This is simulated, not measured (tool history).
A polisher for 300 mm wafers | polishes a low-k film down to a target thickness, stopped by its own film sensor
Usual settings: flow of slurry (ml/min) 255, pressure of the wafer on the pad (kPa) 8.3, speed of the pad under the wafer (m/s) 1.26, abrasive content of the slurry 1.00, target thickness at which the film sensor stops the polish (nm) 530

run	hour	flow of slurry (ml/min)	pressure of the wafer on the pad (kPa)	speed of the pad under the wafer (m/s)	abrasive content of the slurry	target thickness at which the film sensor stops the polish (nm)	wafers since the last listed run	wafers polished on this pad	hours since the slurry nozzle was cleaned	hours since the head pressure was calibrated	hours since the slurry blender was calibrated	hours since the conditioning disc was replaced	incoming thickness of the incoming film, nm	time until the film sensor stopped the polish (s)
1	0.0	255	8.3	1.26	1.00	530	0	2239	522.9	431.1	277.1	42.6	556.6	80.3
2	44.5	255	8.3	1.26	1.00	528	475	2715	567.4	475.6	321.6	87.1	546.1	54.7
# hour 50.4: worn pad replaced by a new one
3	99.3	255	8.3	1.26	1.25	535	543	522	622.2	530.4	376.4	141.9	538.6	10.0
4	160.8	255	8.3	1.26	1.25	535	657	1179	683.7	591.9	437.9	203.4	544.5	26.7
# hour 163.2: slurry blender recalibrated
5	195.8	255	8.3	1.26	1.25	535	352	1532	718.7	626.9	32.6	238.4	547.0	33.5
6	253.6	255	8.3	1.26	1.00	530	617	2150	776.5	684.7	90.4	296.2	561.1	93.9
7	289.3	255	8.3	1.26	1.00	530	381	2532	812.2	720.4	126.1	331.9	541.8	36.2
# hour 296.1: slurry nozzle cleaned
# hour 310.4: worn pad replaced by a new one
8	355.5	255	8.3	1.26	1.00	530	654	482	59.4	786.6	192.3	398.1	553.2	74.2
# hour 377.3: conditioning disc replaced and pad reconditioned
9	386.1	255	8.3	1.26	1.00	530	305	788	90.0	817.2	222.9	8.8	551.0	67.5
10	426.8	255	9.7	1.26	1.00	530	435	1223	130.7	857.9	263.6	49.5	555.3	70.8
11	479.5	255	8.3	1.26	1.00	524	563	1786	183.4	910.6	316.3	102.2	548.2	78.5
# hour 484.8: head pressure recalibrated
12	533.1	255	8.3	1.26	1.00	530	551	2338	237.0	48.3	369.9	155.8	547.6	57.7
# hour 548.9: slurry blender recalibrated
# hour 568.3: slurry nozzle cleaned, repeated, since the last time left the tool worse
13	579.5	325	8.3	1.64	0.80	530	463	2802	11.2	94.7	30.6	202.2	542.8	35.2
# hour 592.3: worn pad replaced by a new one
14	618.1	255	8.3	1.26	1.00	530	369	275	49.8	133.3	69.2	240.8	555.8	76.2
15	642.2	255	11.0	1.26	1.00	530	257	533	73.9	157.4	93.3	264.9	551.4	49.1
16	706.7	255	8.3	1.06	1.00	535	689	1222	138.4	221.9	157.8	329.4	539.1	13.3
# hour 754.6: conditioning disc replaced and pad reconditioned
17	794.8	255	8.3	1.58	0.90	530	920	2143	226.5	310.0	245.9	40.2	548.0	49.1
18	859.9	255	8.3	1.26	1.00	530	695	2839	291.6	375.1	311.0	105.3	548.8	56.8
# hour 884.2: worn pad replaced by a new one
# hour 918.3: slurry blender recalibrated
19	925.4	255	8.3	1.26	0.75	530	636	418	357.1	440.6	7.1	170.8	546.1	55.2
20	994.2	170	7.6	0.88	1.00	536	735	1154	425.9	509.4	75.9	239.6	548.9	54.4
21	1065.3	305	10.3	1.26	1.20	536	760	1914	497.0	580.5	147.0	310.7	551.6	35.2
22	1106.3	320	10.3	1.26	0.85	535	438	2352	538.0	621.5	188.0	351.7	555.2	51.5
# hour 1147.2: conditioning disc replaced and pad reconditioned
23	1147.6	255	9.7	1.26	1.10	530	420	2772	579.3	662.8	229.3	0.4	553.0	56.9
24	1171.9	195	8.3	1.26	1.00	530	259	3032	603.6	687.1	253.6	24.7	549.9	63.3

Forecast each of these 5 alternatives for the next run:
A	1172.3	205	8.3	1.26	1.00	530	4	3036	604.0	687.5	254.0	25.1	550.4	?
B	1172.3	255	5.5	1.26	1.00	528	4	3036	604.0	687.5	254.0	25.1	550.4	?
C	1172.3	255	8.3	1.12	1.00	527	4	3036	604.0	687.5	254.0	25.1	550.4	?
D	1172.3	200	6.9	1.26	0.75	536	4	3036	604.0	687.5	254.0	25.1	550.4	?
E	1172.3	255	6.2	1.26	1.00	523	4	3036	604.0	687.5	254.0	25.1	550.4	?

run	time until the film sensor stopped the polish (s)
A	64.0
B	98.8
C	75.4
D	60.7
E	108.5
Without the tool's hidden state the same runs would have given:
run	time until the film sensor stopped the polish (s)
A	61.7
B	95.8
C	73.1
D	58.4
E	105.3
